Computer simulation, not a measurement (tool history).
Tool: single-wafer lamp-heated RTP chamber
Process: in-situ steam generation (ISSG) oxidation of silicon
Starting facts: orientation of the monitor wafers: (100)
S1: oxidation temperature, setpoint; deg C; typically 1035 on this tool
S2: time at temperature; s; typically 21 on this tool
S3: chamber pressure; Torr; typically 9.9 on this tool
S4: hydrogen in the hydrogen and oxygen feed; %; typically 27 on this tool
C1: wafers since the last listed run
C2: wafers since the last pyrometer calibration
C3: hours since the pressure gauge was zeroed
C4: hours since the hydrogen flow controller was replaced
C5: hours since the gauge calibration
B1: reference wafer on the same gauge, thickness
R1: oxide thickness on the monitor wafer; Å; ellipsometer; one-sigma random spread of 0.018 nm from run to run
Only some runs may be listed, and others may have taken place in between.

Run 1, hour 0.0: usual settings; C1 0; C2 1695; C3 2978.3; C4 3676.1; C5 290.7; B1 5.513. Result: R1 66.63 Å.
Run 2, hour 69.3: usual settings; C1 873; C2 2569; C3 3047.6; C4 3745.4; C5 360.0; B1 5.511. Result: R1 66.31 Å.
Run 3, hour 156.6: usual settings; C1 1100; C2 3670; C3 3134.9; C4 3832.7; C5 447.3; B1 5.512. Result: R1 66.09 Å.
Run 4, hour 226.8: usual settings; C1 885; C2 4555; C3 3205.1; C4 3902.9; C5 517.5; B1 5.510. Result: R1 66.27 Å.
Run 5, hour 332.5: usual settings; C1 1332; C2 5888; C3 3310.8; C4 4008.6; C5 623.2; B1 5.508. Result: R1 66.45 Å.
At hour 374.0: pyrometer window cleaned and pyrometer calibrated.
At hour 405.2: pressure gauge zeroed.
Run 6, hour 626.4: usual settings; C1 3504; C2 3082; C3 221.2; C4 4302.5; C5 917.1; B1 5.509. Result: R1 66.47 Å.
Run 7, hour 719.8: usual settings but S1 1044 deg C, S2 24 s; C1 1177; C2 4260; C3 314.6; C4 4395.9; C5 1010.5; B1 5.510. Result: R1 74.55 Å.
Run 8, hour 767.1: usual settings but S1 1044 deg C, S2 24 s; C1 596; C2 4856; C3 361.9; C4 4443.2; C5 1057.8; B1 5.511. Result: R1 74.49 Å.
At hour 782.1: gauge calibrated.
Run 9, hour 817.5: usual settings but S1 1053 deg C, S2 13 s, S4 32 %; C1 635; C2 5492; C3 412.3; C4 4493.6; C5 35.4; B1 5.511. Result: R1 59.78 Å.
Run 10, hour 866.6: usual settings but S2 23 s, S3 10.2 Torr, S4 32 %; C1 619; C2 6111; C3 461.4; C4 4542.7; C5 84.5; B1 5.514. Result: R1 71.74 Å.
Run 11, hour 911.9: usual settings but S1 1022 deg C, S3 10.2 Torr, S4 31 %; C1 571; C2 6682; C3 506.7; C4 4588.0; C5 129.8; B1 5.503. Result: R1 63.99 Å.
At hour 921.4: hydrogen flow controller replaced.
Run 12, hour 951.3: usual settings but S2 28 s, S4 21 %; C1 395; C2 7078; C3 546.1; C4 29.9; C5 169.2; B1 5.511. Result: R1 73.22 Å.
Run 13, hour 987.8: usual settings but S1 1016 deg C, S3 8.8 Torr, S4 19 %; C1 460; C2 7538; C3 582.6; C4 66.4; C5 205.7; B1 5.511. Result: R1 57.33 Å.
At hour 1055.3: pyrometer window cleaned and pyrometer calibrated.
Run 14, hour 1055.8: usual settings but S1 1043 deg C, S2 23 s, S3 10.2 Torr; C1 756; C2 5; C3 650.6; C4 134.4; C5 273.7; B1 5.508. Result: R1 72.30 Å.
Run 15, hour 1103.9: usual settings but S1 1051 deg C, S2 28 s, S3 8.6 Torr, S4 24 %; C1 606; C2 612; C3 698.7; C4 182.5; C5 321.8; B1 5.506. Result: R1 83.61 Å.
Run 16, hour 1152.0: usual settings; C1 606; C2 1218; C3 746.8; C4 230.6; C5 369.9; B1 5.501. Result: R1 66.23 Å.
Run 17, hour 1234.5: usual settings but S1 1017 deg C, S4 23 %; C1 1040; C2 2259; C3 829.3; C4 313.1; C5 452.4; B1 5.513. Result: R1 59.11 Å.

5 options for the next run, each taken on its own from the tool as it stands now. Forecast them:
Run A, hour 1234.9: usual settings; C1 5; C2 2264; C3 829.7; C4 313.5; C5 452.8; B1 ?. Result: R1 ?.
Run B, hour 1234.9: usual settings but S4 19 %; C1 5; C2 2264; C3 829.7; C4 313.5; C5 452.8; B1 ?. Result: R1 ?.
Run C, hour 1234.9: usual settings but S3 10.2 Torr, S4 24 %; C1 5; C2 2264; C3 829.7; C4 313.5; C5 452.8; B1 ?. Result: R1 ?.
Run D, hour 1234.9: usual settings but S2 28 s, S3 10.2 Torr, S4 32 %; C1 5; C2 2264; C3 829.7; C4 313.5; C5 452.8; B1 ?. Result: R1 ?.
Run E, hour 1234.9: usual settings but S2 17 s, S3 8.8 Torr, S4 30 %; C1 5; C2 2264; C3 829.7; C4 313.5; C5 452.8; B1 ?. Result: R1 ?.

run     B1     R1
  A  5.503  66.73
  B  5.503  61.84
  C  5.503  64.61
  D  5.503  79.63
  E  5.503  62.97
With the hidden condition removed and each run's random variation left untouched, the same runs would have given:
run     R1
  A  66.73
  B  61.84
  C  64.61
  D  79.63
  E  62.97

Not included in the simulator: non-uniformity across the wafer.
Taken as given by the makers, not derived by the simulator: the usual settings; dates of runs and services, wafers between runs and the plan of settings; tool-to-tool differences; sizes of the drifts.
